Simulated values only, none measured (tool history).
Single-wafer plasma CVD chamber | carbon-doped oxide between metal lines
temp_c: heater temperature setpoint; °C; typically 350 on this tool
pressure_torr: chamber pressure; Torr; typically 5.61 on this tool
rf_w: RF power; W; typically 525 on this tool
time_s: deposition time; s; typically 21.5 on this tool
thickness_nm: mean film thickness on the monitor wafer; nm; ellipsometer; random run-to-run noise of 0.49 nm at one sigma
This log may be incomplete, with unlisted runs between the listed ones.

run	hour	temp_c	pressure_torr	rf_w	time_s	read-back reference wafer on the same gauge, thickness_nm	thickness_nm
1	0	350	5.61	525	21.5	135.944	118.074
2	48.4	350	5.61	525	24.2	135.913	133.766
3	134.6	362	5.61	525	21.5	135.968	114.676
4	202.8	362	5.61	525	21.5	136.029	114.772
5	244.6	362	5.61	525	21.5	135.992	114.795
6	346.5	350	5.61	525	21.5	135.966	118.241
7	409.5	350	5.61	525	21.5	135.913	118.029
8	475.8	350	5.61	525	21.5	135.823	118.63
# hour 528.9: capacitance manometer re-zeroed and calibrated
# hour 534.6: RF generator calibrated
9	564.8	363	5.61	525	21.5	136.072	114.621
10	634	356	5.61	450	21.5	135.964	102.722
11	702	350	5.61	525	21.5	135.92	118.075
12	789.9	350	5.61	525	21.5	136.086	117.833
# hour 816.8: thermocouple changed; heater temperature recalibrated
13	887.7	350	5.61	525	21.5	136.003	118.052
14	1055.3	350	5.61	525	21.5	135.938	118.524
# hour 1070.5: showerhead replaced
15	1103.9	343	5.05	580	21.5	135.995	126.983
16	1147.5	357	5.61	525	21.5	135.877	115.939
17	1236.8	357	5.61	555	21.5	136.242	121.574
18	1293.7	350	6.13	555	21.5	135.936	124.829
# hour 1324.7: gauge calibrated
19	1347.4	350	5.61	525	21.5	135.901	118.171
20	1388.1	344	6.99	480	19.4	135.92	104.326
21	1478.2	350	5.61	525	21.5	135.991	118.598

The next listed run, before its measurement:
22	1576.4	350	5.61	610	25.1	?	?

Run 22 yielded read-back reference wafer on the same gauge, thickness_nm 136.117, thickness_nm 154.579 nm.
The same run, on a tool lacking any hidden state, would have yielded thickness_nm 154.579 nm.

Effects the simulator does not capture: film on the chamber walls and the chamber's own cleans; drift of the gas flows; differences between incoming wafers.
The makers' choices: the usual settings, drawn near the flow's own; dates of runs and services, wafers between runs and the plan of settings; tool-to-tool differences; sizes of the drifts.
